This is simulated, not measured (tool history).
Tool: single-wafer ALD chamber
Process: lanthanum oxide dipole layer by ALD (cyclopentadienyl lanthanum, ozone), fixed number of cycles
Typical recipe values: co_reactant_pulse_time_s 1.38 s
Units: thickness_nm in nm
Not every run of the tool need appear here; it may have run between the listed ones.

run	hour	co_reactant_pulse_time_s	wafers since the last listed run	hours since the last thermocouple change	hours since the last ozone generator service	hours since the showerhead was replaced	hours since the gauge calibration	read-back reference wafer on the same gauge, thickness_nm	thickness_nm
1	0	1.38	0	1386.1	0.5	5968.2	2712.3	0.525	0.512
2	96.2	1.38	1764	1482.3	96.7	6064.4	2808.5	0.525	0.515
3	162.8	1.12	1221	1548.9	163.3	6131	2875.1	0.525	0.495
4	267.2	1.12	1914	1653.3	267.7	6235.4	2979.5	0.525	0.498
5	345.5	1.38	1435	1731.6	346	6313.7	3057.8	0.525	0.511
6	423.9	1.38	1437	1810	424.4	6392.1	3136.2	0.525	0.506
7	495.8	1.38	1318	1881.9	496.3	6464	3208.1	0.525	0.505
# hour 527.9: thermocouple changed; heater temperature recalibrated
8	571.2	1.38	1236	43.3	571.7	6539.4	3283.5	0.525	0.5
9	672	1.38	1848	144.1	672.5	6640.2	3384.3	0.525	0.495
# hour 694: showerhead replaced
# hour 738.2: ozone generator serviced
10	741.6	1.38	982	213.7	3.4	47.6	3453.9	0.525	0.518
11	843.8	1.38	1874	315.9	105.6	149.8	3556.1	0.525	0.512
12	946.5	1.38	1883	418.6	208.3	252.5	3658.8	0.525	0.514
# hour 992.2: gauge calibrated
13	1035.1	1.77	1624	507.2	296.9	341.1	42.9	0.525	0.525
14	1091.7	0.99	1037	563.8	353.5	397.7	99.5	0.525	0.485
15	1144.9	1.8	975	617	406.7	450.9	152.7	0.525	0.527
16	1243.7	1.87	1811	715.8	505.5	549.7	251.5	0.525	0.524
# hour 1503.5: ozone generator serviced
17	1554.6	0.97	5554	1026.7	51.1	860.6	562.4	0.525	0.489
18	1641.7	1.86	1597	1113.8	138.2	947.7	649.5	0.525	0.531
19	1691.3	0.97	909	1163.4	187.8	997.3	699.1	0.525	0.488
20	1740	1.38	893	1212.1	236.5	1046	747.8	0.525	0.511
21	1791.1	1.38	937	1263.2	287.6	1097.1	798.9	0.525	0.512
22	1877.6	1.14	1586	1349.7	374.1	1183.6	885.4	0.525	0.496
23	1952.3	1.38	1369	1424.4	448.8	1258.3	960.1	0.525	0.507
24	2055.3	1.91	1888	1527.4	551.8	1361.3	1063.1	0.525	0.523
25	2113.2	0.88	1061	1585.3	609.7	1419.2	1121	0.525	0.46
# hour 2188: ozone generator serviced
26	2189.1	1.73	1245	1661.2	1.1	1495.1	1196.9	0.525	0.526
# hour 2238.7: thermocouple changed; heater temperature recalibrated
27	2294.8	1	1791	56.1	106.8	1600.8	1302.6	0.525	0.492
28	2365.3	1.38	1292	126.6	177.3	1671.3	1373.1	0.525	0.512
29	2401.7	1.07	667	163	213.7	1707.7	1409.5	0.525	0.493
30	2460.5	1.38	1078	221.8	272.5	1766.5	1468.3	0.525	0.514
31	2515.6	1.63	1010	276.9	327.6	1821.6	1523.4	0.525	0.521
32	2599	1.18	1529	360.3	411	1905	1606.8	0.525	0.498
33	2643.6	1.19	817	404.9	455.6	1949.6	1651.4	0.525	0.497
34	2736.4	1.38	1701	497.7	548.4	2042.4	1744.2	0.525	0.501
35	2808.9	1.12	1329	570.2	620.9	2114.9	1816.7	0.525	0.481

Hidden condition of the tool, last listed run before each entry between runs versus first listed run after:
Between runs 7 and 8: thermocouple changed; heater temperature recalibrated (hour 527.9)
  ozone dose above that of a generator just serviced (%): -14.1 -> -18.2
  what was measured, less what the result would be without the hidden state, thickness_nm: -0.01 -> -0.014 nm
Between runs 9 and 10: showerhead replaced (hour 694); ozone generator serviced (hour 738.2)
  ozone dose above that of a generator just serviced (%): -24.6 -> -0.893
  what was measured, less what the result would be without the hidden state, thickness_nm: -0.02 -> +0 nm
Between runs 12 and 13: gauge calibrated (hour 992.2)
  ozone dose above that of a generator just serviced (%): -3.08 -> -5.35
  what was measured, less what the result would be without the hidden state, thickness_nm: -0.002 -> -0.003 nm
Between runs 16 and 17: ozone generator serviced (hour 1503.5)
  ozone dose above that of a generator just serviced (%): -13.8 -> -2.17
  what was measured, less what the result would be without the hidden state, thickness_nm: -0.007 -> -0.002 nm
Between runs 25 and 26: ozone generator serviced (hour 2188)
  ozone dose above that of a generator just serviced (%): -20.8 -> -1.79
  what was measured, less what the result would be without the hidden state, thickness_nm: -0.023 -> -0.001 nm
Between runs 26 and 27: thermocouple changed; heater temperature recalibrated (hour 2238.7)
  ozone dose above that of a generator just serviced (%): -1.79 -> -2.37
  what was measured, less what the result would be without the hidden state, thickness_nm: -0.001 -> -0.002 nm

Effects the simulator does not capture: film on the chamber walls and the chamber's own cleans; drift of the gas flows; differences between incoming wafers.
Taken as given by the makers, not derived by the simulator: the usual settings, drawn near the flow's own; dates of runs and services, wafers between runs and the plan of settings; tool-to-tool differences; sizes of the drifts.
